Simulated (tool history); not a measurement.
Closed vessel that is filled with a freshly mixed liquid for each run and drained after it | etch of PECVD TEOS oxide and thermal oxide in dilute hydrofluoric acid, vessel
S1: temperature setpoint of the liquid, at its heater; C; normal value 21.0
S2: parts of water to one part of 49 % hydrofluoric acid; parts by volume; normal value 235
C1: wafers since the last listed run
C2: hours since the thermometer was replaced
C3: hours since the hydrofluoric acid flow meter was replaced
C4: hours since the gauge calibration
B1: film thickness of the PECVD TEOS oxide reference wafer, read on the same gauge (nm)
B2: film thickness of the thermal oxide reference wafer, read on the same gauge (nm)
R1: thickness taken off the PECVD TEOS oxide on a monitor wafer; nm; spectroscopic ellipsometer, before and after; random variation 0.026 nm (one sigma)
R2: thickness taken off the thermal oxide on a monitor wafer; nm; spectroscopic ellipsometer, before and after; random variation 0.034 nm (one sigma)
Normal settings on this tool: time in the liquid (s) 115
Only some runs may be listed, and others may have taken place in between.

Run 1, hour 0.0: usual settings; C1 0; C2 598.3; C3 417.5; C4 1901.3; B1 49.973; B2 119.982. Result: R1 4.520 nm, R2 1.708 nm.
Run 2, hour 36.9: usual settings; C1 4461; C2 635.2; C3 454.4; C4 1938.2; B1 49.991; B2 119.999. Result: R1 4.474 nm, R2 1.722 nm.
Run 3, hour 141.3: usual settings; C1 12623; C2 739.6; C3 558.8; C4 2042.6; B1 49.998; B2 119.955. Result: R1 4.464 nm, R2 1.686 nm.
Run 4, hour 203.5: usual settings but S1 17.5 C; C1 7521; C2 801.8; C3 621.0; C4 2104.8; B1 49.992; B2 120.047. Result: R1 3.918 nm, R2 1.498 nm.
Run 5, hour 287.6: usual settings but S1 17.5 C; C1 10169; C2 885.9; C3 705.1; C4 2188.9; B1 50.009; B2 119.968. Result: R1 3.907 nm, R2 1.501 nm.
At hour 343.0: thermometer replaced.
Run 6, hour 364.4: usual settings but S1 19.5 C; C1 9165; C2 21.4; C3 781.9; C4 2265.7; B1 50.036; B2 119.985. Result: R1 4.222 nm, R2 1.625 nm.
At hour 367.1: hydrofluoric acid flow meter replaced.
Run 7, hour 458.0: usual settings; C1 11196; C2 115.0; C3 90.9; C4 2359.3; B1 50.000; B2 120.032. Result: R1 4.481 nm, R2 1.807 nm.
Run 8, hour 539.7: usual settings; C1 9878; C2 196.7; C3 172.6; C4 2441.0; B1 50.018; B2 120.020. Result: R1 4.489 nm, R2 1.738 nm.
Run 9, hour 601.7: usual settings; C1 7496; C2 258.7; C3 234.6; C4 2503.0; B1 50.008; B2 120.015. Result: R1 4.494 nm, R2 1.720 nm.
Run 10, hour 698.0: usual settings; C1 11644; C2 355.0; C3 330.9; C4 2599.3; B1 50.000; B2 119.985. Result: R1 4.458 nm, R2 1.708 nm.
Run 11, hour 782.0: usual settings; C1 10157; C2 439.0; C3 414.9; C4 2683.3; B1 50.015; B2 120.031. Result: R1 4.460 nm, R2 1.710 nm.
Run 12, hour 870.8: usual settings; C1 10737; C2 527.8; C3 503.7; C4 2772.1; B1 50.000; B2 120.024. Result: R1 4.535 nm, R2 1.756 nm.
Run 13, hour 908.9: usual settings; C1 4606; C2 565.9; C3 541.8; C4 2810.2; B1 50.014; B2 119.961. Result: R1 4.453 nm, R2 1.734 nm.
Run 14, hour 1007.2: usual settings but time in the liquid (s) 50; C1 11886; C2 664.2; C3 640.1; C4 2908.5; B1 49.984; B2 119.978. Result: R1 1.944 nm, R2 0.760 nm.
At hour 1010.9: hydrofluoric acid flow meter replaced.
Run 15, hour 1048.5: usual settings; C1 4872; C2 705.5; C3 37.6; C4 2949.8; B1 49.993; B2 120.026. Result: R1 4.519 nm, R2 1.682 nm.
At hour 1067.2: thermometer replaced.
Run 16, hour 1130.6: usual settings but S1 22.5 C, S2 315 parts by volume; C1 9806; C2 63.4; C3 119.7; C4 3031.9; B1 50.000; B2 120.001. Result: R1 3.291 nm, R2 1.234 nm.
Run 17, hour 1229.7: usual settings but S1 25.0 C, S2 290 parts by volume, time in the liquid (s) 80; C1 11982; C2 162.5; C3 218.8; C4 3131.0; B1 49.985; B2 119.996. Result: R1 2.791 nm, R2 1.073 nm.
At hour 1234.5: gauge calibrated.
Run 18, hour 1280.8: usual settings but S1 23.0 C, S2 295 parts by volume, time in the liquid (s) 90; C1 6178; C2 213.6; C3 269.9; C4 46.3; B1 50.010; B2 119.970. Result: R1 2.839 nm, R2 1.047 nm.
Run 19, hour 1354.8: usual settings but S1 19.0 C, S2 320 parts by volume; C1 8947; C2 287.6; C3 343.9; C4 120.3; B1 50.008; B2 120.026. Result: R1 2.842 nm, R2 1.123 nm.
Run 20, hour 1549.2: usual settings; C1 23506; C2 482.0; C3 538.3; C4 314.7; B1 50.014; B2 120.017. Result: R1 4.497 nm, R2 1.812 nm.
Run 21, hour 1636.5: usual settings but time in the liquid (s) 45; C1 10556; C2 569.3; C3 625.6; C4 402.0; B1 50.028; B2 120.022. Result: R1 1.757 nm, R2 0.677 nm.
At hour 1642.5: hydrofluoric acid flow meter replaced.
Run 22, hour 1713.1: usual settings but time in the liquid (s) 160; C1 9141; C2 645.9; C3 70.6; C4 478.6; B1 49.997; B2 120.042. Result: R1 6.234 nm, R2 2.403 nm.
At hour 1783.8: thermometer replaced.
Run 23, hour 1802.1: usual settings but S1 19.5 C, time in the liquid (s) 155; C1 10640; C2 18.3; C3 159.6; C4 567.6; B1 50.015; B2 119.953. Result: R1 5.697 nm, R2 2.182 nm.
Run 24, hour 1955.3: usual settings but S1 17.0 C, time in the liquid (s) 170; C1 18524; C2 171.5; C3 312.8; C4 720.8; B1 50.006; B2 120.019. Result: R1 5.712 nm, R2 2.202 nm.
Run 25, hour 2042.9: usual settings but time in the liquid (s) 170; C1 10592; C2 259.1; C3 400.4; C4 808.4; B1 49.986; B2 119.978. Result: R1 6.558 nm, R2 2.528 nm.
Run 26, hour 2094.9: usual settings but S1 18.5 C, time in the liquid (s) 140; C1 6287; C2 311.1; C3 452.4; C4 860.4; B1 49.981; B2 120.026. Result: R1 4.964 nm, R2 1.909 nm.
Run 27, hour 2174.9: usual settings; C1 9673; C2 391.1; C3 532.4; C4 940.4; B1 50.030; B2 120.050. Result: R1 4.467 nm, R2 1.740 nm.

Branching from run 27: 3 alternative next runs. What would each branch give?
Run A, hour 2175.6: usual settings but S2 205 parts by volume; C1 84; C2 391.8; C3 533.1; C4 941.1; B1 ?; B2 ?. Result: R1 ?, R2 ?.
Run B, hour 2175.6: usual settings but S1 17.0 C, time in the liquid (s) 65; C1 84; C2 391.8; C3 533.1; C4 941.1; B1 ?; B2 ?. Result: R1 ?, R2 ?.
Run C, hour 2175.6: usual settings but S2 200 parts by volume; C1 84; C2 391.8; C3 533.1; C4 941.1; B1 ?; B2 ?. Result: R1 ?, R2 ?.

run      B1       B2     R1     R2
  A  49.987  120.038  5.249  2.116
  B  49.987  120.038  2.156  0.869
  C  49.987  120.038  5.407  2.180
Take away the tool's hidden state, keep each run's random variation, and the runs would have read:
run     R1     R2
  A  5.249  2.116
  B  2.156  0.869
  C  5.407  2.180
